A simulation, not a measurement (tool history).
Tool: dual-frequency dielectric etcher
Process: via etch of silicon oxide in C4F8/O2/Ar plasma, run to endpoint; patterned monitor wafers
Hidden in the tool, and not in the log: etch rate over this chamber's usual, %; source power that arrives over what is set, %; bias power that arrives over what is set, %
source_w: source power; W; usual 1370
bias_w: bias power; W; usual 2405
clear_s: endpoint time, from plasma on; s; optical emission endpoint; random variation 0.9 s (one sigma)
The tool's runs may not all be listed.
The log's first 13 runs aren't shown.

run,day,source_w,bias_w,wafers since the last listed run,hours since the last wet clean,hours since the last source power generator calibration,hours since the last bias power generator calibration,hours since the last upper electrode change,"incoming incoming film thickness, nm",clear_s
14,38.788,1370,2607,203,218.6,4458.8,4197.7,149.4,1340.7,298.4
15,42.642,1300,2405,269,311.1,4551.3,4290.2,241.9,1335.6,307.2
16,44.908,1060,2886,158,365.5,4605.7,4344.6,296.3,1319.6,303.8
# day 45.542: bias power generator calibrated
17,47.233,1370,2405,150,421.3,4661.5,40.6,352.1,1324.2,304.7
18,51.317,1370,2405,285,519.3,4759.5,138.6,450.1,1337.6,309.4
# day 53.050: wet clean of the chamber
19,53.771,1370,2405,101,17.3,4818.4,197.5,509.0,1336.1,300.2
# day 56.804: source power generator calibrated
20,56.825,1470,1924,201,90.6,0.5,270.8,582.3,1337.7,311.3
21,60.354,1170,2844,246,175.3,85.2,355.5,667.0,1326.9,298.1
22,64.829,1580,2405,312,282.7,192.6,462.9,774.4,1336.2,298.6
23,66.825,1690,2082,139,330.6,240.5,510.8,822.3,1340.4,303.4
24,69.383,1250,2405,178,392.0,301.9,572.2,883.7,1347.7,314.8
25,72.167,1510,2616,194,458.8,368.7,639.0,950.5,1341.4,297.1
26,76.175,1050,2899,280,555.0,464.9,735.2,1046.7,1332.1,312.5
# day 77.617: wet clean of the chamber
27,79.388,1370,2405,154,42.5,542.0,812.3,1123.8,1336.6,298.8
28,82.771,1180,2196,236,123.7,623.2,893.5,1205.0,1331.8,316.0
29,86.667,1120,2405,272,217.2,716.7,987.0,1298.5,1346.2,316.2
30,88.571,1090,2763,133,262.9,762.4,1032.7,1344.2,1331.6,308.3

Run 31 comes next. What will it give?
31,90.338,1690,1919,123,305.3,804.8,1075.1,1386.6,1338.2,?

{"run 31": {"clear_s": 305.1}}
Without the tool's hidden state the same run would have given clear_s 299.8 s.
